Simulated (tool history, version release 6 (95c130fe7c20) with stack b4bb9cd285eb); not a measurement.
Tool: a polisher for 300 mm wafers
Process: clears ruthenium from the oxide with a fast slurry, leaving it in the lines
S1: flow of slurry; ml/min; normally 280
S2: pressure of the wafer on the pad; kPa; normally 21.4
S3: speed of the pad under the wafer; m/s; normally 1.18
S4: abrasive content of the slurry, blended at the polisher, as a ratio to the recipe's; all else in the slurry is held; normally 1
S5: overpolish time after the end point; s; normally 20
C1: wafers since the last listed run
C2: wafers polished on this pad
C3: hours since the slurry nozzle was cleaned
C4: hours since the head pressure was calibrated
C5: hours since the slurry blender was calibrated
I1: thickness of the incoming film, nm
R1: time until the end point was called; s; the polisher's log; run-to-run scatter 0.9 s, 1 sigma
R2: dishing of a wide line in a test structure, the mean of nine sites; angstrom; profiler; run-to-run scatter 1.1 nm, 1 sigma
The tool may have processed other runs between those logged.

run,hour,S1,S2,S3,S4,S5,C1,C2,C3,C4,C5,I1,R1,R2
1,0,280,21.4,1.18,1,20,0,1325,320.2,592,342.7,259.7,63.1,463
2,16.6,280,21.4,1.18,1,20,83,1409,336.8,608.6,359.3,260.4,65.5,463
# hour 25.1: worn pad replaced by a new one
3,48.3,280,21.4,1.18,1,20,139,116,368.5,640.3,391,262.1,58.3,459
# hour 66.3: slurry blender recalibrated
4,80.3,280,21.4,1.18,1,20,151,267,400.5,672.3,14,254.4,57.4,476
5,97.4,280,21.4,1.18,1,20,86,353,417.6,689.4,31.1,259.3,60.3,456
6,120.8,280,21.4,1.18,0.85,20,117,471,441,712.8,54.5,261.5,64.7,453
7,145.9,280,21.4,1.18,0.85,20,126,598,466.1,737.9,79.6,261.4,66,450
8,180.8,280,21.4,1.18,1,20,175,773,501,772.8,114.5,256.5,61.3,473
9,214.1,280,21.4,1.18,1,16,167,941,534.3,806.1,147.8,256.5,62.3,424
10,242.1,280,21.4,1.18,1,16,141,1082,562.3,834.1,175.8,262.4,62.8,418
11,258.7,220,21.4,1.18,1,20,83,1166,578.9,850.7,192.4,258.3,64.8,454
# hour 280.1: head pressure recalibrated
# hour 280.6: slurry nozzle cleaned
12,285,280,21.4,1.18,1,20,120,1286,4.4,4.9,218.7,258.1,61.1,448
# hour 303.7: worn pad replaced by a new one
13,333.6,280,21.4,1.18,1,20,224,150,53,53.5,267.3,260.3,54.8,496
14,346.5,280,21.4,1.18,1,9,64,215,65.9,66.4,280.2,257.7,55.7,292
15,380.7,280,21.4,1.18,1,20,172,387,100.1,100.6,314.4,258.1,57.4,500
# hour 393.1: slurry blender recalibrated
16,397.4,280,21.4,1.18,1,20,74,461,116.8,117.3,4.3,257.9,57.1,493
17,418,280,21.4,1.06,1,20,103,565,137.4,137.9,24.9,258.9,66.1,453
18,451.5,280,15.9,1.18,1,27,168,734,170.9,171.4,58.4,256.7,77.2,471

Run 19 comes next. What will it give?
19,486.4,280,21.4,1.42,0.7,20,175,909,205.8,206.3,93.3,259,?,?

{"run 19": {"R1": 58.6, "R2": 489}}
Minus the tool's unlogged condition, the same run would have read R1 53 s, R2 514 angstrom.
